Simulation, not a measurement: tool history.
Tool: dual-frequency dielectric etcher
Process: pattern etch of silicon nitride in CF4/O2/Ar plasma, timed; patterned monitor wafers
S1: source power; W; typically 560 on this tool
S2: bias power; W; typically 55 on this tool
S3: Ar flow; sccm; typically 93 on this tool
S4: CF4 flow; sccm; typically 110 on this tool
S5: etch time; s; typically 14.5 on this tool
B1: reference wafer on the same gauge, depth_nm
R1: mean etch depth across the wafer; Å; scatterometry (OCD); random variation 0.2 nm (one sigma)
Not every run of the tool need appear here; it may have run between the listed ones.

run,hour,S1,S2,S3,S4,S5,B1,R1
1,0,520,55,93,110,14.5,26.72,303.1
2,45.5,520,55,93,110,14.5,26.72,305.3
3,102.8,560,55,93,110,14.5,26.7,331.1
4,189,560,55,93,110,14.5,26.68,326.9
5,260.1,560,55,104,110,14.5,26.71,321.8
6,323.7,560,55,104,110,14.5,26.7,322
# hour 364: Ar flow controller replaced
# hour 398: wet clean of the chamber
7,404.7,560,55,93,110,14.5,26.68,325.7
8,501,560,55,93,110,14.5,26.71,325.1
9,548.6,560,55,93,110,13,26.7,294.3
# hour 589.8: CF4 flow controller replaced
10,601.6,560,55,93,110,13,26.68,291.1
# hour 664.1: gauge calibrated
11,677.4,560,55,93,110,16,26.71,358.8
12,723.8,560,55,93,110,14.5,26.74,329.5
13,783.6,420,60,93,110,14.5,26.68,244.2
# hour 823.8: bias power generator calibrated
14,888.4,560,55,82,110,14.5,26.7,331.6
# hour 896.7: source power generator calibrated
# hour 921.7: wet clean of the chamber
15,932.3,560,55,93,110,14.5,26.73,323.8
# hour 970.5: upper electrode replaced
16,970.9,560,55,93,96,12.5,26.71,279.8
17,1044.4,560,55,93,96,12.5,26.7,278.7
18,1135.6,560,55,93,110,14.5,26.68,325.5
19,1193.8,440,55,93,134,14.5,26.68,256.3
20,1293.1,490,55,93,110,14.5,26.69,283.6
21,1394.5,640,68,93,102,10.5,26.69,285.3
# hour 1454.6: wet clean of the chamber
22,1485,450,55,115,110,14.5,26.73,253

Here are 3 independent what-if runs from the current tool condition. What would each one return?
A,1485.4,560,55,93,110,14.5,?,?
B,1485.4,560,55,93,110,18.5,?,?
C,1485.4,560,68,93,110,18.5,?,?

run,B1,R1
A,26.74,326.5
B,26.74,416.6
C,26.74,442.5
Stripped of hidden state, with their random variation kept, the same runs would have yielded:
run,R1
A,326.5
B,416.6
C,442.5

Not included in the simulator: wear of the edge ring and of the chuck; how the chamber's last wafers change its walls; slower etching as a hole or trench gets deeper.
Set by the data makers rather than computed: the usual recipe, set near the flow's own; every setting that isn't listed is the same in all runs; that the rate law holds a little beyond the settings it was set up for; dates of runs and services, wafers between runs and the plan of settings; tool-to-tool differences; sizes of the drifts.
